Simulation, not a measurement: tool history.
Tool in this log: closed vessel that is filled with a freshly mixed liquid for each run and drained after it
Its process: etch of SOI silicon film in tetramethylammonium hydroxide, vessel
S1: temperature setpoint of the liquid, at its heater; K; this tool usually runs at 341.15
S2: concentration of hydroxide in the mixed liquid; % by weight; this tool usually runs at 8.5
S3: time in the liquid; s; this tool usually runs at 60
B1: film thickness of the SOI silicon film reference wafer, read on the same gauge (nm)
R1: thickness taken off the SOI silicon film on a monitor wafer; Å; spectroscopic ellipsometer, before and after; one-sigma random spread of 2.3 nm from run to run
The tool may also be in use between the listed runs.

run      day      S1   S2  S3      B1      R1
  1        0  341.15  8.5  60  129.98  3994.2
  2    3.012  341.15  8.5  60  130.01  4047.5
  3    6.292  341.15  8.5  60  129.98  4007.3
  4    8.946  341.15  8.5  60     130  3950.1
  5   11.083  341.15    8  40     130  2681.3
  6   14.488  341.15    8  40  130.02  2673.3
  7   16.321  341.15  8.5  60  130.03  3918.8
      17.362  -- thermometer replaced
  8   20.658  341.15  8.5  60  129.99  4073.9
  9   23.771  341.15  8.5  60     130  4085.7
 10   26.808  336.65  9.5  30  129.99  1470.9
 11   30.662  341.15  8.5  60  130.01  4033.4
 12   32.367  336.15   11  60     130  2675.5
 13   34.604  341.15  8.5  60     130  4025.3
 14   37.117  345.65   10  90  129.97  7314.5
      41.733  -- hydroxide flow meter replaced
 15   43.088  344.65  8.5  90  129.98  7233.5
 16   46.958  341.15  8.5  60  130.05  3922.3
 17   49.738  333.15  8.5  60  130.01  2428.1
      52.775  -- gauge calibrated
      58.708  -- thermometer replaced
 18   60.892  341.15   10  75  130.01  4811.5
 19   68.017  341.15  8.5  60  129.98  4029.4
 20   69.746  348.15  6.5  40  129.98  4368.2
 21   82.283  345.65   10  80  130.02  6467.8
 22   84.117  343.15  8.5  90  129.99  6755.7
 23   86.108  347.15  6.5  60  130.01  6112.5
 24   87.742  341.15  8.5  60  130.03  3950.3
 25   90.346  341.15  8.5  60  129.99  3993.7
      91.608  -- hydroxide flow meter replaced
      92.867  -- thermometer replaced
 26   92.912  341.15  9.5  70     130  4549.6
 27   97.175  346.65  8.5  60  130.03  5629.8
 28   98.758  338.15  8.5  60  129.97  3425.3
 29  100.842  335.15  8.5  60  130.01  2820.8
 30  103.096  341.15  8.5  60  129.96  4048.2
 31  106.929  341.15  8.5  60  130.03  4020.9
 32  108.854  336.15    7  80  129.98  4215.9
 33  112.842  341.15  8.5  95  130.01  6276.5

A few steps of R1 between consecutive runs. Split each: what settings, incoming material and random variation would produce without the hidden state, and what is left over for the hidden state, along with gauge scatter present in only one of the two compared results (measured, and without hidden state):
Hidden state present: liquid colder than its thermometer reads (K); hydroxide flow above the setpoint (%); gauge reads high (%).
Run 7 -> 8: thermometer replaced. R1 +155.1 Å: hidden state +132.7, all else +22.4.
Run 9 -> 10: S1 341.15 -> 336.65, S2 8.5 -> 9.5, S3 60 -> 30. R1 -2614.8 Å: hidden state +20.8, all else -2635.6.
Run 13 -> 14: S1 341.15 -> 345.65, S2 8.5 -> 10, S3 60 -> 90. R1 +3289.2 Å: hidden state -90.7, all else +3379.9.
Run 15 -> 16: S1 344.65 -> 341.15, S3 90 -> 60. R1 -3311.2 Å: hidden state +84.3, all else -3395.5.
Run 20 -> 21: S1 348.15 -> 345.65, S2 6.5 -> 10, S3 40 -> 80. R1 +2099.6 Å: hidden state -115.6, all else +2215.2.
Run 25 -> 26: S2 8.5 -> 9.5, S3 60 -> 70, hydroxide flow meter replaced, thermometer replaced. R1 +555.9 Å: hidden state +131.7, all else +424.2.
